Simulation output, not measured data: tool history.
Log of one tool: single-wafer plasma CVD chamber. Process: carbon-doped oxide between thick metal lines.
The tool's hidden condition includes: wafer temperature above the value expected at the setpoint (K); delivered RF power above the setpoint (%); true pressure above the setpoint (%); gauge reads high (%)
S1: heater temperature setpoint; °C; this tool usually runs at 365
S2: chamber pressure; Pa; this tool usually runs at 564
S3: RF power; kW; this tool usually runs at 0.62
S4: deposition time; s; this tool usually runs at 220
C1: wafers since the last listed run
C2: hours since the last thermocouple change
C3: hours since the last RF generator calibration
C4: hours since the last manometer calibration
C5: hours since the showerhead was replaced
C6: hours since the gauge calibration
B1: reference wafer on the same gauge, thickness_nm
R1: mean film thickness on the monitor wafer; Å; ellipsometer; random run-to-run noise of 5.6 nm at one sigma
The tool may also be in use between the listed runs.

Run 1, day 0: usual settings but S2 527 Pa; C1 0; C2 2262.7; C3 1022; C4 1065.3; C5 4847.6; C6 473.1; B1 1140.342. Result: R1 10591.32 Å.
Run 2, day 0.95: usual settings; C1 211; C2 2285.5; C3 1044.8; C4 1088.1; C5 4870.4; C6 495.9; B1 1137.584. Result: R1 10703.29 Å.
At day 2.233: RF generator calibrated.
Run 3, day 2.254: usual settings; C1 215; C2 2316.8; C3 0.5; C4 1119.4; C5 4901.7; C6 527.2; B1 1139.297. Result: R1 11055.54 Å.
Run 4, day 3.421: usual settings; C1 259; C2 2344.8; C3 28.5; C4 1147.4; C5 4929.7; C6 555.2; B1 1138.962. Result: R1 11075.55 Å.
Run 5, day 4.671: usual settings; C1 277; C2 2374.8; C3 58.5; C4 1177.4; C5 4959.7; C6 585.2; B1 1140.002. Result: R1 11045.06 Å.
Run 6, day 5.4: usual settings; C1 162; C2 2392.3; C3 76; C4 1194.9; C5 4977.2; C6 602.7; B1 1137.831. Result: R1 11036.13 Å.
Run 7, day 6.804: usual settings; C1 312; C2 2426; C3 109.7; C4 1228.6; C5 5010.9; C6 636.4; B1 1140.922. Result: R1 10997.47 Å.
Run 8, day 7.442: usual settings; C1 141; C2 2441.3; C3 125; C4 1243.9; C5 5026.2; C6 651.7; B1 1142.296. Result: R1 10930.15 Å.
Run 9, day 9.608: usual settings but S2 428 Pa, S3 0.66 kW, S4 184 s; C1 481; C2 2493.3; C3 177; C4 1295.9; C5 5078.2; C6 703.7; B1 1142.472. Result: R1 9046.68 Å.
Run 10, day 10.517: usual settings but S2 637 Pa, S3 0.495 kW, S4 237 s; C1 201; C2 2515.1; C3 198.8; C4 1317.7; C5 5100; C6 725.5; B1 1140.745. Result: R1 10632.8 Å.
At day 12.129: capacitance manometer re-zeroed and calibrated.
Run 11, day 12.15: usual settings but S1 361 °C, S2 632 Pa, S3 0.7 kW, S4 205 s; C1 289; C2 2554.3; C3 238; C4 0.5; C5 5139.2; C6 764.7; B1 1139.257. Result: R1 11142.05 Å.
At day 12.642: showerhead replaced, of another model than before.
At day 13.25: thermocouple changed; heater temperature recalibrated.
Run 12, day 13.271: usual settings; C1 100; C2 0.5; C3 264.9; C4 27.4; C5 15.1; C6 791.6; B1 1140.764. Result: R1 10805.17 Å.
Run 13, day 14.142: usual settings; C1 193; C2 21.4; C3 285.8; C4 48.3; C5 36; C6 812.5; B1 1139.759. Result: R1 10699.64 Å.
Run 14, day 15.475: usual settings but S3 0.51 kW, S4 255 s; C1 296; C2 53.4; C3 317.8; C4 80.3; C5 68; C6 844.5; B1 1139.527. Result: R1 10661.03 Å.
Run 15, day 16.629: usual settings but S1 371 °C, S2 624 Pa, S4 247 s; C1 256; C2 81.1; C3 345.5; C4 108; C5 95.7; C6 872.2; B1 1137.77. Result: R1 12036.82 Å.
Run 16, day 17.304: usual settings but S2 453 Pa, S3 0.545 kW; C1 150; C2 97.3; C3 361.7; C4 124.2; C5 111.9; C6 888.4; B1 1140.402. Result: R1 9533.67 Å.
At day 17.962: gauge calibrated.
Run 17, day 18.775: usual settings; C1 327; C2 132.6; C3 397; C4 159.5; C5 147.2; C6 19.5; B1 1139.207. Result: R1 10702.03 Å.
Run 18, day 19.642: usual settings but S1 355 °C, S2 649 Pa, S3 0.555 kW, S4 202 s; C1 192; C2 153.4; C3 417.8; C4 180.3; C5 168; C6 40.3; B1 1141.755. Result: R1 9316.98 Å.
Run 19, day 20.412: usual settings but S1 379 °C, S3 0.565 kW; C1 171; C2 171.9; C3 436.3; C4 198.8; C5 186.5; C6 58.8; B1 1140.766. Result: R1 9611.54 Å.
Run 20, day 21.825: usual settings but S1 355 °C, S2 520 Pa, S3 0.53 kW, S4 251 s; C1 314; C2 205.8; C3 470.2; C4 232.7; C5 220.4; C6 92.7; B1 1140.178. Result: R1 10869.73 Å.
Run 21, day 22.792: usual settings but S3 0.525 kW, S4 258 s; C1 214; C2 229; C3 493.4; C4 255.9; C5 243.6; C6 115.9; B1 1139.824. Result: R1 10933.87 Å.
Run 22, day 23.454: usual settings but S4 178 s; C1 147; C2 244.9; C3 509.3; C4 271.8; C5 259.5; C6 131.8; B1 1140.959. Result: R1 8638.01 Å.
Run 23, day 24.321: usual settings but S3 0.54 kW, S4 196 s; C1 192; C2 265.7; C3 530.1; C4 292.6; C5 280.3; C6 152.6; B1 1140.757. Result: R1 8545.03 Å.
Run 24, day 26.721: usual settings but S1 361 °C, S3 0.55 kW; C1 533; C2 323.3; C3 587.7; C4 350.2; C5 337.9; C6 210.2; B1 1140.085. Result: R1 9833.88 Å.
Run 25, day 27.479: usual settings but S1 375 °C, S2 449 Pa, S3 0.71 kW; C1 168; C2 341.5; C3 605.9; C4 368.4; C5 356.1; C6 228.4; B1 1141.212. Result: R1 11291.41 Å.
Run 26, day 28.525: usual settings; C1 232; C2 366.6; C3 631; C4 393.5; C5 381.2; C6 253.5; B1 1139.435. Result: R1 10660.77 Å.
Run 27, day 29.904: usual settings but S1 361 °C, S3 0.68 kW; C1 306; C2 399.7; C3 664.1; C4 426.6; C5 414.3; C6 286.6; B1 1142.03. Result: R1 11404.02 Å.

Below are 5 alternative next runs, each starting from the tool's condition after run 27. Predict each:
Run A, day 29.925: usual settings; C1 4; C2 400.2; C3 664.6; C4 427.1; C5 414.8; C6 287.1; B1 ?. Result: R1 ?.
Run B, day 29.925: usual settings but S1 377 °C, S4 242 s; C1 4; C2 400.2; C3 664.6; C4 427.1; C5 414.8; C6 287.1; B1 ?. Result: R1 ?.
Run C, day 29.925: usual settings but S2 461 Pa, S3 0.735 kW, S4 192 s; C1 4; C2 400.2; C3 664.6; C4 427.1; C5 414.8; C6 287.1; B1 ?. Result: R1 ?.
Run D, day 29.925: usual settings but S2 684 Pa, S3 0.68 kW; C1 4; C2 400.2; C3 664.6; C4 427.1; C5 414.8; C6 287.1; B1 ?. Result: R1 ?.
Run E, day 29.925: usual settings but S2 616 Pa, S3 0.505 kW, S4 233 s; C1 4; C2 400.2; C3 664.6; C4 427.1; C5 414.8; C6 287.1; B1 ?. Result: R1 ?.

run        B1        R1
  A  1139.863  10652.85
  B  1139.863  11459.06
  C  1139.863  10322.13
  D  1139.863  11605.88
  E  1139.863   9663.43
Without the tool's hidden state the same runs would have given:
run        R1
  A  11159.29
  B  12003.83
  C  10798.56
  D  12144.17
  E  10175.29
